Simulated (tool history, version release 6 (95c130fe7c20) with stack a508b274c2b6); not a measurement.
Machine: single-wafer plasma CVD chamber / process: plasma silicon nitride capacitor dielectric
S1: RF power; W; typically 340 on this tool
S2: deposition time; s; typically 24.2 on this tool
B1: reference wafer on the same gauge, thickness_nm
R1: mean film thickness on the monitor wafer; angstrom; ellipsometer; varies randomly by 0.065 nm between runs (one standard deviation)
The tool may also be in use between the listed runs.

run    hour   S1    S2      B1      R1
  1     0.0  340  22.1  27.785  275.19
  2    59.1  380  24.2  27.775  311.02
  3   105.9  385  24.2  27.811  311.55
  4   142.9  385  24.2  27.827  309.90
  5   213.5  375  24.2  27.799  307.68
  6   278.6  375  24.2  27.792  307.55
  7   344.0  375  24.2  27.807  308.04
  8   402.0  340  24.2  27.824  299.88
  9   444.9  340  24.2  27.789  299.70
 10   497.1  340  24.2  27.807  300.38
 11   526.9  340  24.2  27.798  299.78
      536.8  -- gauge calibrated
      563.2  -- RF generator calibrated
 12   575.1  340  24.2  27.784  302.48
 13   639.8  300  24.2  27.810  292.09
 14   667.7  300  24.2  27.821  290.82
 15   721.6  300  24.2  27.816  290.84
 16   782.5  340  26.3  27.790  326.99
 17   828.7  340  24.2  27.809  300.02
 18   883.8  395  20.7  27.791  267.76
 19   946.0  340  24.2  27.770  298.30
 20  1010.2  340  27.5  27.798  339.57
 21  1080.3  400  19.5  27.801  251.70
 22  1138.1  370  22.9  27.809  289.33
     1149.6  -- showerhead replaced
 23  1194.5  395  24.2  27.797  311.61
 24  1312.8  280  20.3  27.814  238.12
     1333.7  -- RF generator calibrated
 25  1340.3  280  20.3  27.810  241.96
 26  1372.4  340  24.2  27.817  303.11
 27  1408.5  295  19.6  27.777  235.83
 28  1446.1  300  20.7  27.812  249.95
 29  1492.2  270  19.4  27.812  226.74
 30  1522.8  405  22.9  27.813  298.46
 31  1588.8  285  24.2  27.788  286.56
 32  1635.0  320  24.2  27.805  294.63

Here are 4 independent what-if runs from the current tool condition. What would each one return?
  A  1635.4  340  24.2   ?   ?
  B  1635.4  320  28.5   ?   ?
  C  1635.4  275  24.2   ?   ?
  D  1635.4  340  25.7   ?   ?

run      B1      R1
  A  27.771  300.19
  B  27.771  347.60
  C  27.771  283.02
  D  27.771  318.80
Without the tool's unlogged condition, the same runs would have read:
run      R1
  A  304.98
  B  353.14
  C  287.53
  D  323.89
